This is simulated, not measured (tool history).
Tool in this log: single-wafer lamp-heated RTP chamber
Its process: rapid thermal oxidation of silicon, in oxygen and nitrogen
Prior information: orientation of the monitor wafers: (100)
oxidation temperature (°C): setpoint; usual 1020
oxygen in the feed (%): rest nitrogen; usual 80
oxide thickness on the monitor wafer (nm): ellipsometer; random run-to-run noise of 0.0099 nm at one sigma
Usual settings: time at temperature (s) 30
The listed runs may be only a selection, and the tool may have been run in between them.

run   hour  oxidation temperature (°C)  time at temperature (s)  oxygen in the feed (%)  wafers since the last listed run  wafers since the last pyrometer calibration  hours since the oxygen flow controller was replaced  hours since the gauge calibration  read-back reference wafer on the same gauge, thickness  oxide thickness on the monitor wafer (nm)
  1      0                        1020                       30                      80                                 0                                         3397                                               4525.2                              220.2                                                   5.129                                      4.711
  2   14.7                        1020                       40                      80                               108                                         3506                                               4539.9                              234.9                                                   5.128                                      5.303
  3   37.5                        1020                       40                      80                               168                                         3675                                               4562.7                              257.7                                                    5.13                                      5.302
  4   65.1                        1020                       40                      80                               204                                         3879                                               4590.3                              285.3                                                   5.128                                      5.318
  5   78.8                        1020                       30                      80                               101                                         3981                                                 4604                                299                                                   5.132                                      4.705
  6   98.3                        1020                       30                      80                               144                                         4125                                               4623.5                              318.5                                                   5.131                                      4.696
  7  117.8                        1020                       30                      80                               144                                         4269                                                 4643                                338                                                   5.131                                      4.715
  8  151.9                        1020                       30                      70                               252                                         4522                                               4677.1                              372.1                                                    5.13                                       4.49
  9  168.7                        1020                       30                      70                               124                                         4646                                               4693.9                              388.9                                                    5.13                                      4.499
 10  183.5                        1020                       30                      70                               109                                         4756                                               4708.7                              403.7                                                   5.131                                      4.499
     193.8  -- oxygen flow controller replaced
 11  207.6                        1039                       30                      80                               119                                         4875                                                 13.8                              427.8                                                   5.128                                      5.356
       245  -- pyrometer window cleaned and pyrometer calibrated
 12  245.5                        1039                       30                      80                               221                                            3                                                 51.7                              465.7                                                   5.128                                      5.281
 13  261.9                        1020                       30                      80                               121                                          125                                                 68.1                              482.1                                                   5.131                                      4.659
 14  274.6                        1034                       30                      88                                94                                          219                                                 80.8                              494.8                                                   5.128                                      5.274
 15  286.6                        1034                       30                      88                                88                                          307                                                 92.8                              506.8                                                   5.128                                      5.295
 16  301.2                        1034                       30                      88                               108                                          415                                                107.4                              521.4                                                   5.131                                      5.298
 17  320.8                        1020                       42                      80                               145                                          561                                                  127                                541                                                   5.129                                      5.388
 18    341                        1035                       20                      80                               149                                          710                                                147.2                              561.2                                                    5.13                                      4.385
 19  356.7                        1005                       30                      80                               116                                          826                                                162.9                              576.9                                                   5.133                                      4.193
 20  391.2                        1020                       30                      60                               255                                         1082                                                197.4                              611.4                                                    5.13                                      4.253
 21  413.8                        1020                       30                      80                               167                                         1249                                                  220                                634                                                   5.131                                      4.676
 22  445.8                        1020                       30                      80                               236                                         1486                                                  252                                666                                                   5.129                                      4.685
 23  458.8                         998                       37                      80                                96                                         1582                                                  265                                679                                                   5.128                                      4.381
 24  474.1                        1020                       15                      80                               113                                         1695                                                280.3                              694.3                                                    5.13                                      3.574
 25  488.8                         992                       23                      97                               108                                         1804                                                  295                                709                                                   5.131                                      3.714
 26  505.3                         995                       22                      98                               122                                         1926                                                311.5                              725.5                                                    5.13                                      3.744
 27  565.2                        1043                       30                      80                               443                                         2370                                                371.4                              785.4                                                   5.131                                      5.483
 28  597.2                        1048                       30                      80                               236                                         2607                                                403.4                              817.4                                                   5.132                                      5.682
 29    610                        1011                       30                      57                                94                                         2701                                                416.2                              830.2                                                    5.13                                      3.974
 30  625.4                        1036                       30                      80                               114                                         2815                                                431.6                              845.6                                                   5.129                                      5.249
     635.1  -- gauge calibrated
 31  646.9                        1041                       39                      80                               159                                         2975                                                453.1                               11.8                                                    5.13                                       6.06
 32  679.4                         998                       30                      98                               240                                         3215                                                485.6                               44.3                                                    5.13                                      4.317
 33  697.3                        1020                       20                      80                               132                                         3348                                                503.5                               62.2                                                    5.13                                      4.004
 34  715.3                        1040                       21                      98                               133                                         3481                                                521.5                               80.2                                                   5.132                                      4.981
 35  732.6                        1020                       30                      80                               128                                         3609                                                538.8                               97.5                                                   5.133                                      4.694
 36  761.9                        1020                       30                      80                               216                                         3826                                                568.1                              126.8                                                   5.131                                      4.681
 37  797.1                        1020                       30                      66                               260                                         4086                                                603.3                                162                                                    5.13                                      4.409
 38  818.9                        1020                       30                      80                               161                                         4248                                                625.1                              183.8                                                    5.13                                      4.708
 39  844.7                        1020                       19                      60                               190                                         4439                                                650.9                              209.6                                                    5.13                                       3.59

Below are 3 alternative next runs, each starting from the tool's condition after run 39. Predict each:
  A  845.1                        1009                       30                      80                                 2                                         4442                                                651.3                                210                                                       ?                                          ?
  B  845.1                        1046                       30                      80                                 2                                         4442                                                651.3                                210                                                       ?                                          ?
  C  845.1                        1049                       41                      63                                 2                                         4442                                                651.3                                210                                                       ?                                          ?

run  read-back reference wafer on the same gauge, thickness  oxide thickness on the monitor wafer (nm)
  A                                                   5.132                                      4.358
  B                                                   5.132                                      5.614
  C                                                   5.132                                      6.023
Had the tool no hidden state, the same runs would have come out as:
run  oxide thickness on the monitor wafer (nm)
  A                                      4.303
  B                                      5.543
  C                                      5.947
